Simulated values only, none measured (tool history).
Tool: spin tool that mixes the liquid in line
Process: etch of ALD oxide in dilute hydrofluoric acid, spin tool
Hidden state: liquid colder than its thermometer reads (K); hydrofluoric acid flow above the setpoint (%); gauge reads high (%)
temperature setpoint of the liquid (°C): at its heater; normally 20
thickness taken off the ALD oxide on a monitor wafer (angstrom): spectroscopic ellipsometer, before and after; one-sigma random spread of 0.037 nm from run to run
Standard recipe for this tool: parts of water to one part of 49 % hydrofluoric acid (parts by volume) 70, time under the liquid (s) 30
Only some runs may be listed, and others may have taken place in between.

run	day	temperature setpoint of the liquid (°C)	parts of water to one part of 49 % hydrofluoric acid (parts by volume)	time under the liquid (s)	wafers since the last listed run	hours since the thermometer was replaced	hours since the hydrofluoric acid flow meter was replaced	hours since the gauge calibration	read-back film thickness of the ALD oxide reference wafer, read on the same gauge (nm)	thickness taken off the ALD oxide on a monitor wafer (angstrom)
1	0	20	70	30	0	1451.5	581.8	78	50.05	117.9
2	0.521	20	70	30	177	1464	594.3	90.5	49.96	118.6
3	1.158	20	70	30	216	1479.3	609.6	105.8	50	118.4
# day 1.279: gauge calibrated
4	1.617	20	50	30	155	1490.3	620.6	8.1	49.99	169.3
5	2.104	20	70	30	165	1502	632.3	19.8	50.02	118.6
6	2.717	20	70	30	208	1516.7	647	34.5	49.97	118.9
# day 3.204: hydrofluoric acid flow meter replaced
7	3.225	20	95	30	158	1528.9	0.5	46.7	49.99	88.3
8	3.562	17	70	30	114	1537	8.6	54.8	49.98	107.7
9	4.267	24.5	70	35	239	1553.9	25.5	71.7	50.01	172.4
# day 4.554: hydrofluoric acid flow meter replaced, repeated, since the last time left the tool worse
10	4.967	18.5	80	15	223	1570.7	9.9	88.5	50.06	46.3
# day 5.088: thermometer replaced
11	5.254	20	70	30	83	4	16.8	95.4	50.03	114.8
# day 6.35: gauge calibrated
12	6.933	20	80	30	571	44.3	57.1	14	50.01	99.3
13	7.338	20	50	30	137	54	66.8	23.7	49.96	164.4
14	7.883	23.5	70	30	185	67.1	79.9	36.8	49.98	133.4
15	8.558	24.5	70	30	229	83.3	96.1	53	50.01	137.6
16	9.271	20	70	30	242	100.4	113.2	70.1	50.04	114.6

Expected results for the next run?
17	9.588	17	60	45	107	108	120.8	77.7	?	?

read-back film thickness of the ALD oxide reference wafer, read on the same gauge (nm): 50.02
thickness taken off the ALD oxide on a monitor wafer (angstrom): 178.4
Had the tool carried no hidden state, the very same run would have given thickness taken off the ALD oxide on a monitor wafer (angstrom) 176.4.

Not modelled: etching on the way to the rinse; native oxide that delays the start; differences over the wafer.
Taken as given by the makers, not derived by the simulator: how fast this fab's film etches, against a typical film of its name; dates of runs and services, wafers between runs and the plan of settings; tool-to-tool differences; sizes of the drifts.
